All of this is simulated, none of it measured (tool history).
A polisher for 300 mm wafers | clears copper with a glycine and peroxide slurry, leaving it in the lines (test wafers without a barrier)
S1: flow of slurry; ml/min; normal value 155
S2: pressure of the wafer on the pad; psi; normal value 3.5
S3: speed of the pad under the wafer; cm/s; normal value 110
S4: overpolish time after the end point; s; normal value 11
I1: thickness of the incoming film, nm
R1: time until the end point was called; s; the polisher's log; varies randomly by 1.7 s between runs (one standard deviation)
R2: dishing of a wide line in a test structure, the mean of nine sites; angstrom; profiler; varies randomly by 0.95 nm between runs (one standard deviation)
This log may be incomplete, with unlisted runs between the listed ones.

run 1 day=0.000 | S1=155 S2=3.5 S3=110 S4=11 | I1=781.1 | R1=105.9 R2=544
run 2 day=1.104 | S1=155 S2=3.5 S3=110 S4=11 | I1=774.8 | R1=108.1 R2=545
run 3 day=1.921 | S1=155 S2=4.2 S3=110 S4=11 | I1=780.6 | R1=97.0 R2=606
run 4 day=2.888 | S1=155 S2=4.2 S3=110 S4=11 | I1=775.5 | R1=97.6 R2=603
run 5 day=3.408 | S1=155 S2=3.5 S3=110 S4=11 | I1=765.9 | R1=107.1 R2=535
-- day=3.733 slurry nozzle cleaned
run 6 day=4.825 | S1=155 S2=3.5 S3=110 S4=11 | I1=776.8 | R1=102.7 R2=575
-- day=5.362 worn pad replaced by a new one
run 7 day=5.875 | S1=115 S2=3.5 S3=110 S4=11 | I1=768.2 | R1=108.1 R2=547
-- day=8.850 head pressure recalibrated
run 8 day=9.500 | S1=155 S2=3.5 S3=110 S4=11 | I1=776.5 | R1=102.3 R2=574
run 9 day=10.154 | S1=155 S2=3.5 S3=110 S4=11 | I1=760.0 | R1=101.7 R2=564
run 10 day=10.658 | S1=195 S2=3.5 S3=84 S4=11 | I1=777.1 | R1=123.5 R2=503
run 11 day=11.221 | S1=155 S2=3.5 S3=110 S4=11 | I1=764.8 | R1=101.8 R2=574
run 12 day=11.775 | S1=210 S2=2.8 S3=110 S4=11 | I1=759.0 | R1=119.1 R2=499
run 13 day=13.050 | S1=170 S2=2.6 S3=110 S4=6 | I1=776.9 | R1=132.4 R2=278
-- day=13.700 worn pad replaced by a new one
run 14 day=13.721 | S1=155 S2=3.5 S3=110 S4=11 | I1=784.1 | R1=101.9 R2=571
run 15 day=14.400 | S1=170 S2=3.5 S3=110 S4=11 | I1=777.4 | R1=105.0 R2=583
run 16 day=15.767 | S1=120 S2=4.4 S3=124 S4=9 | I1=767.6 | R1=80.6 R2=601
run 17 day=16.838 | S1=155 S2=3.9 S3=110 S4=11 | I1=766.7 | R1=92.7 R2=607
run 18 day=17.829 | S1=195 S2=3.5 S3=110 S4=11 | I1=770.1 | R1=99.9 R2=575
run 19 day=18.912 | S1=155 S2=3.5 S3=110 S4=11 | I1=769.5 | R1=102.7 R2=565
run 20 day=20.304 | S1=155 S2=2.9 S3=146 S4=11 | I1=771.2 | R1=99.7 R2=584
run 21 day=21.788 | S1=115 S2=4.7 S3=110 S4=11 | I1=777.0 | R1=86.1 R2=668
-- day=22.012 worn pad replaced by a new one
run 22 day=23.217 | S1=155 S2=4.1 S3=146 S4=11 | I1=768.1 | R1=72.7 R2=734
run 23 day=23.750 | S1=155 S2=3.5 S3=110 S4=11 | I1=764.5 | R1=103.7 R2=555
-- day=25.254 head pressure recalibrated
run 24 day=25.275 | S1=125 S2=3.1 S3=88 S4=11 | I1=760.1 | R1=141.6 R2=428
run 25 day=26.462 | S1=155 S2=3.5 S3=120 S4=11 | I1=770.4 | R1=98.8 R2=587
run 26 day=27.317 | S1=115 S2=4.7 S3=110 S4=11 | I1=770.1 | R1=86.0 R2=677
-- day=27.683 slurry nozzle cleaned
run 27 day=28.517 | S1=190 S2=4.7 S3=120 S4=6 | I1=767.0 | R1=69.5 R2=493
run 28 day=30.225 | S1=195 S2=3.5 S3=84 S4=11 | I1=758.1 | R1=117.5 R2=499
run 29 day=31.000 | S1=100 S2=2.8 S3=98 S4=14 | I1=770.1 | R1=141.8 R2=550
run 30 day=31.771 | S1=155 S2=3.5 S3=110 S4=11 | I1=772.6 | R1=101.7 R2=588
-- day=32.725 worn pad replaced by a new one
run 31 day=33.938 | S1=155 S2=3.5 S3=110 S4=11 | I1=758.9 | R1=101.0 R2=579
run 32 day=35.421 | S1=155 S2=3.5 S3=138 S4=11 | I1=776.5 | R1=86.6 R2=677
run 33 day=36.533 | S1=155 S2=3.5 S3=110 S4=11 | I1=754.6 | R1=103.5 R2=575

The tool's hidden state at each run:
removal rate lost through wear of the pad, %: 0, the same for each run
deviation of the head's pressure from its setpoint, %: 0, the same for each run
H1: slurry flow missing at the pad, %
run=1 H1=38.7
run=2 H1=41.9
run=3 H1=44.3
run=4 H1=47.2
run=5 H1=48.8
run=6 H1=9.42
run=7 H1=9.59
run=8 H1=11.1
run=9 H1=11.5
run=10 H1=11.8
run=11 H1=12.3
run=12 H1=12.7
run=13 H1=13.9
run=14 H1=14.5
run=15 H1=15.2
run=16 H1=16.9
run=17 H1=18.3
run=18 H1=19.7
run=19 H1=21.3
run=20 H1=23.6
run=21 H1=26.2
run=22 H1=29
run=23 H1=30.1
run=24 H1=33.4
run=25 H1=36.1
run=26 H1=38.2
run=27 H1=0.064
run=28 H1=0.363
run=29 H1=0.599
run=30 H1=0.895
run=31 H1=2.06
run=32 H1=3.13
run=33 H1=4.09

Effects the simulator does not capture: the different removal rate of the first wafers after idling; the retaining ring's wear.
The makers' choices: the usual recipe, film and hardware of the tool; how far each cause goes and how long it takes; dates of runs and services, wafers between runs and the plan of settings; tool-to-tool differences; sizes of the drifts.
